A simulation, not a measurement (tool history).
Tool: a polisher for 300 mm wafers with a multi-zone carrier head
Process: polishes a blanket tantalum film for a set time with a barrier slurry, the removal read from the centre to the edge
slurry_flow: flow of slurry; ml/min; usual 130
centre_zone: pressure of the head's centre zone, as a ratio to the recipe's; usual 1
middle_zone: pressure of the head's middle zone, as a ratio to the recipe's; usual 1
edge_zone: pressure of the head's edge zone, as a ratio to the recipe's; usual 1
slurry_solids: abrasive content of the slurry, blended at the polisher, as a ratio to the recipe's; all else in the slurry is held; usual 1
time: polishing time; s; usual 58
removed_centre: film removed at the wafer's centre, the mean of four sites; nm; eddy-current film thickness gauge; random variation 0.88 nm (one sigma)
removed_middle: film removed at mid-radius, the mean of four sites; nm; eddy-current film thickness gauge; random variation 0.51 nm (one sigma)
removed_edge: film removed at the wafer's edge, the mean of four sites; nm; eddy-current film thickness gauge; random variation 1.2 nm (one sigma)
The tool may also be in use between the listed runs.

run   hour  slurry_flow  centre_zone  middle_zone  edge_zone  slurry_solids  time  wafers since the last listed run  wafers polished on this pad  hours since the slurry nozzle was cleaned  hours since the centre zone pressure was calibrated  hours since the edge zone pressure was calibrated  hours since the carrier head's membrane was replaced  incoming thickness of the incoming film, nm  removed_centre  removed_middle  removed_edge
  1      0           95         0.95            1          1              1    49                                 0                          451                                      244.1                                                492.3                                                3.9                                                1539.5                                        261.5            58.4            64.6          64.8
  2   19.7          150            1         1.05          1              1    58                               130                          582                                      263.8                                                  512                                               23.6                                                1559.2                                        260.4            79.8            88.7          82.7
      38.6  -- centre zone pressure recalibrated
      39.2  -- carrier head's membrane replaced by a new one
  3   39.7          130            1            1          1            1.3    58                               115                          698                                      283.8                                                  1.1                                               43.6                                                   0.5                                        261.5            82.4            89.5          89.4
  4   60.9          130            1            1          1              1    58                               140                          838                                        305                                                 22.3                                               64.8                                                  21.7                                        262.3            75.5            83.1          80.2
  5   90.3          130            1            1          1              1    58                               195                         1034                                      334.4                                                 51.7                                               94.2                                                  51.1                                        259.1            73.8            82.3          80.7
  6  119.5          130            1            1       0.95              1    58                               193                         1227                                      363.6                                                 80.9                                              123.4                                                  80.3                                        258.9              76            82.4          75.5
     133.6  -- worn pad replaced by a new one
  7  140.6          130            1            1          1              1    45                               113                           46                                      384.7                                                  102                                              144.5                                                 101.4                                          263            57.3            63.7            63
  8  157.7          130            1            1          1              1    58                               113                          160                                      401.8                                                119.1                                              161.6                                                 118.5                                        260.6            74.5            82.4          80.1
  9  172.7          100            1            1          1              1    43                                99                          259                                      416.8                                                134.1                                              176.6                                                 133.5                                        261.5            50.9            57.2          56.8
     177.6  -- slurry nozzle cleaned
 10  197.2          130         0.93            1       0.95              1    42                               156                          415                                       19.6                                                158.6                                              201.1                                                   158                                        257.7            51.5            59.4          56.6
     202.6  -- centre zone pressure recalibrated, repeated, since the last time left the tool worse
 11    227          130            1            1       0.89              1    40                               184                          600                                       49.4                                                 24.4                                              230.9                                                 187.8                                        254.8            56.9            56.1          52.2
 12  255.4          130            1            1          1            0.9    48                               188                          788                                       77.8                                                 52.8                                              259.3                                                 216.2                                        260.8            64.6            65.4          63.4
 13  281.6          170            1            1          1              1    58                               173                          962                                        104                                                   79                                              285.5                                                 242.4                                        257.9            86.2            86.3          85.2
 14  312.5          130         1.03            1       1.07              1    58                               205                         1168                                      134.9                                                109.9                                              316.4                                                 273.3                                        256.6            83.6            81.5            83
 15  336.7          130            1            1          1            0.9    58                               160                         1328                                      159.1                                                134.1                                              340.6                                                 297.5                                        261.5            77.4            77.8          76.2
 16    367          130         0.97          1.1          1              1    58                               201                         1529                                      189.4                                                164.4                                              370.9                                                 327.8                                        263.1            79.5            88.8          80.6
       372  -- worn pad replaced by a new one
 17  398.2          130            1            1          1              1    58                               180                          173                                      220.6                                                195.6                                              402.1                                                   359                                        259.8              82            81.7          79.9
 18  416.1          130            1         0.96       0.89              1    58                               118                          292                                      238.5                                                213.5                                                420                                                 376.9                                        262.1            82.1            79.2            77
 19  434.6          130            1            1          1              1    58                               122                          415                                        257                                                  232                                              438.5                                                 395.4                                        262.1            79.6            81.8            81
 20  455.3          170            1            1          1              1    58                               137                          552                                      277.7                                                252.7                                              459.2                                                 416.1                                        259.9              86            86.8          82.6
 21  485.9          130            1            1        1.1              1    45                               203                          756                                      308.3                                                283.3                                              489.8                                                 446.7                                        262.1            62.1            63.7          63.8

5 ways to go on from here, each from the tool as it stands after run 21. What would each give?
  A  486.3          130            1            1          1              1    68                                 2                          758                                      308.7                                                283.7                                              490.2                                                 447.1                                        261.6               ?               ?             ?
  B  486.3          130         1.04            1       0.92              1    45                                 2                          758                                      308.7                                                283.7                                              490.2                                                 447.1                                        261.6               ?               ?             ?
  C  486.3          130            1            1       0.94              1    67                                 2                          758                                      308.7                                                283.7                                              490.2                                                 447.1                                        261.6               ?               ?             ?
  D  486.3          130            1            1       0.97              1    58                                 2                          758                                      308.7                                                283.7                                              490.2                                                 447.1                                        261.6               ?               ?             ?
  E  486.3          130            1            1          1            1.1    58                                 2                          758                                      308.7                                                283.7                                              490.2                                                 447.1                                        261.6               ?               ?             ?

run  removed_centre  removed_middle  removed_edge
  A            95.5            95.7          92.7
  B            64.9            63.3            59
  C            94.1            94.3          88.7
  D            81.5            81.6          77.9
  E            84.5            84.6            82
Without the tool's hidden state the same runs would have given:
run  removed_centre  removed_middle  removed_edge
  A              98            95.7          92.7
  B            66.5            63.3            59
  C            96.6            94.3          88.7
  D            83.6            81.6          77.9
  E            86.7            84.6            82
